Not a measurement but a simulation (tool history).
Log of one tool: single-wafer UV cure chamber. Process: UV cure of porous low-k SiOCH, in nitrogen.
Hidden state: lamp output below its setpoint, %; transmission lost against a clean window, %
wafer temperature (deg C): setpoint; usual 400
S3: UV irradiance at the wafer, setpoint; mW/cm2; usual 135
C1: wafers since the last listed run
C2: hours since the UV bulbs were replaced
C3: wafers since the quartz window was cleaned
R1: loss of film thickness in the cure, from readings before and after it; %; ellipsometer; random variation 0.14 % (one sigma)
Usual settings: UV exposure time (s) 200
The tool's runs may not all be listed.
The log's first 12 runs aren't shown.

Run 13, hour 856.8: usual settings but wafer temperature (deg C) 407, UV exposure time (s) 285; C1 501; C2 916.9; C3 769. Result: R1 12.887 %.
Run 14, hour 895.1: usual settings but wafer temperature (deg C) 409; C1 223; C2 955.2; C3 993. Result: R1 11.399 %.
Run 15, hour 964.2: usual settings but wafer temperature (deg C) 409; C1 403; C2 1024.3; C3 1396. Result: R1 11.100 %.
Run 16, hour 1003.4: usual settings but wafer temperature (deg C) 409; C1 228; C2 1063.5; C3 1625. Result: R1 11.111 %.
Run 17, hour 1074.7: usual settings but wafer temperature (deg C) 388, UV exposure time (s) 150, S3 174 mW/cm2; C1 416; C2 1134.8; C3 2041. Result: R1 11.016 %.
Run 18, hour 1216.6: usual settings but UV exposure time (s) 310, S3 159 mW/cm2; C1 828; C2 1276.7; C3 2869. Result: R1 13.697 %.
At hour 1268.0: quartz window cleaned.
Run 19, hour 1274.3: usual settings but wafer temperature (deg C) 384, UV exposure time (s) 145; C1 290; C2 1334.4; C3 36. Result: R1 9.373 %.
Run 20, hour 1357.8: usual settings; C1 487; C2 1417.9; C3 523. Result: R1 11.025 %.
Run 21, hour 1455.1: usual settings but wafer temperature (deg C) 412, UV exposure time (s) 85, S3 167 mW/cm2; C1 567; C2 1515.2; C3 1091. Result: R1 8.434 %.
Run 22, hour 1498.8: usual settings but S3 97 mW/cm2; C1 255; C2 1558.9; C3 1346. Result: R1 9.363 %.
At hour 1545.8: UV bulbs replaced.
Run 23, hour 1546.3: usual settings but wafer temperature (deg C) 381; C1 230; C2 0.5; C3 1577. Result: R1 11.436 %.
Run 24, hour 1589.5: usual settings but wafer temperature (deg C) 381, S3 146 mW/cm2; C1 252; C2 43.7; C3 1829. Result: R1 11.631 %.
Run 25, hour 1627.8: usual settings; C1 223; C2 82.0; C3 2053. Result: R1 11.724 %.
Run 26, hour 1674.2: usual settings but S3 152 mW/cm2; C1 270; C2 128.4; C3 2323. Result: R1 12.235 %.
Run 27, hour 1734.9: usual settings but wafer temperature (deg C) 385, S3 172 mW/cm2; C1 354; C2 189.1; C3 2678. Result: R1 12.423 %.
At hour 1802.5: quartz window cleaned.
Run 28, hour 1812.9: usual settings but UV exposure time (s) 145, S3 100 mW/cm2; C1 408; C2 267.1; C3 60. Result: R1 8.982 %.
Run 29, hour 1908.3: usual settings; C1 556; C2 362.5; C3 617. Result: R1 11.709 %.
Run 30, hour 1972.1: usual settings but wafer temperature (deg C) 414, UV exposure time (s) 150, S3 116 mW/cm2; C1 372; C2 426.3; C3 989. Result: R1 10.041 %.
Run 31, hour 2039.4: usual settings but wafer temperature (deg C) 380, S3 145 mW/cm2; C1 392; C2 493.6; C3 1382. Result: R1 11.412 %.
Run 32, hour 2092.8: usual settings but UV exposure time (s) 80, S3 174 mW/cm2; C1 311; C2 547.0; C3 1694. Result: R1 8.796 %.
Run 33, hour 2159.0: usual settings; C1 386; C2 613.2; C3 2080. Result: R1 11.560 %.

Forecast each of these 5 alternatives for the next run:
Run A, hour 2159.5: usual settings; C1 2; C2 613.7; C3 2083. Result: R1 ?.
Run B, hour 2159.5: usual settings but UV exposure time (s) 300, S3 123 mW/cm2; C1 2; C2 613.7; C3 2083. Result: R1 ?.
Run C, hour 2159.5: usual settings but wafer temperature (deg C) 411, UV exposure time (s) 255, S3 163 mW/cm2; C1 2; C2 613.7; C3 2083. Result: R1 ?.
Run D, hour 2159.5: usual settings but wafer temperature (deg C) 411, UV exposure time (s) 165, S3 97 mW/cm2; C1 2; C2 613.7; C3 2083. Result: R1 ?.
Run E, hour 2159.5: usual settings but S3 108 mW/cm2; C1 2; C2 613.7; C3 2083. Result: R1 ?.

run      R1
  A  11.649
  B  13.020
  C  13.735
  D   9.621
  E  10.694
Without the tool's hidden state the same runs would have given:
run      R1
  A  12.043
  B  13.423
  C  14.142
  D   9.994
  E  11.079
